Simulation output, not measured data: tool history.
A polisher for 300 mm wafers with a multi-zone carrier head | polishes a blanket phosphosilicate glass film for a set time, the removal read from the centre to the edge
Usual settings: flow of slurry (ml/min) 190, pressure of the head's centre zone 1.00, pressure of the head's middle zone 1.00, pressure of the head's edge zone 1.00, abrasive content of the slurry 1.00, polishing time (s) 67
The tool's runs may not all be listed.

run	day	flow of slurry (ml/min)	pressure of the head's centre zone	pressure of the head's middle zone	pressure of the head's edge zone	abrasive content of the slurry	polishing time (s)	incoming thickness of the incoming film, nm	film removed at the wafer's centre (nm)	film removed at mid-radius (nm)	film removed at the wafer's edge (nm)
1	0.000	190	1.00	1.00	1.00	1.00	67	4660.4	495.1	490.5	492.4
2	1.067	190	1.00	1.00	1.00	1.00	67	4712.8	497.2	488.7	494.1
3	1.817	190	1.00	1.00	1.00	1.00	67	4692.3	506.2	498.9	495.4
4	2.712	190	1.00	1.00	1.00	1.00	67	4678.1	505.2	487.5	502.4
5	3.596	190	1.00	1.00	1.00	1.10	67	4666.6	511.7	506.3	515.5
# day 5.229: centre zone pressure recalibrated
# day 5.871: carrier head's membrane replaced by a new one
6	6.579	190	1.00	1.00	1.00	1.00	67	4638.7	488.2	494.0	499.7
# day 6.771: worn pad replaced by a new one
7	8.292	190	1.00	1.00	1.00	1.00	67	4656.9	484.1	485.3	498.4
8	9.150	190	1.00	1.00	1.00	1.00	67	4665.7	489.2	489.8	492.4
9	13.292	190	1.00	1.00	1.00	0.80	67	4725.7	445.9	441.5	453.3
# day 13.712: worn pad replaced by a new one
10	14.442	190	1.00	1.03	1.00	1.00	53	4700.5	379.7	390.9	385.8
11	14.946	190	1.00	1.07	1.00	1.20	67	4600.5	518.6	543.3	521.8
# day 16.371: edge zone pressure recalibrated
12	16.392	190	0.93	1.06	1.00	1.00	67	4740.8	431.7	501.9	487.0
13	19.742	190	1.00	1.00	1.00	1.00	67	4629.6	471.0	472.2	473.3
14	20.642	190	0.93	1.00	1.00	1.00	67	4647.3	425.7	457.2	479.0
# day 21.367: worn pad replaced by a new one
# day 21.954: slurry nozzle cleaned
15	22.100	190	1.10	1.06	1.00	1.25	80	4668.5	717.2	670.0	643.1
16	23.529	190	1.00	1.12	1.00	1.00	74	4709.6	557.2	592.2	550.2
17	24.258	190	1.00	1.00	1.00	1.00	44	4633.8	332.6	318.1	326.0
18	25.442	190	1.09	1.00	1.00	0.85	67	4695.3	507.7	466.7	465.9
19	26.496	190	1.00	1.00	0.91	0.80	67	4648.8	444.6	443.9	439.7
20	27.142	190	1.00	1.00	1.00	1.00	67	4612.4	490.9	490.5	497.9
# day 27.729: worn pad replaced by a new one
21	29.408	190	1.00	1.00	1.00	1.00	67	4689.1	496.5	488.4	494.8

4 ways to go on from here, each from the tool as it stands after run 21. What would each give?
A	29.425	190	1.00	1.00	1.00	1.00	81	4684.1	?	?	?
B	29.425	160	0.88	1.00	1.00	1.00	67	4684.1	?	?	?
C	29.425	220	1.00	1.00	1.00	1.00	67	4684.1	?	?	?
D	29.425	190	1.04	1.00	1.00	1.00	80	4684.1	?	?	?

run	film removed at the wafer's centre (nm)	film removed at mid-radius (nm)	film removed at the wafer's edge (nm)
A	604.4	590.0	599.6
B	424.3	473.3	484.8
C	512.7	499.1	504.2
D	621.0	582.6	592.2
Without the tool's hidden state the same runs would have given:
run	film removed at the wafer's centre (nm)	film removed at mid-radius (nm)	film removed at the wafer's edge (nm)
A	608.5	593.6	602.3
B	427.8	476.7	487.4
C	515.7	501.8	506.2
D	625.3	586.2	594.8

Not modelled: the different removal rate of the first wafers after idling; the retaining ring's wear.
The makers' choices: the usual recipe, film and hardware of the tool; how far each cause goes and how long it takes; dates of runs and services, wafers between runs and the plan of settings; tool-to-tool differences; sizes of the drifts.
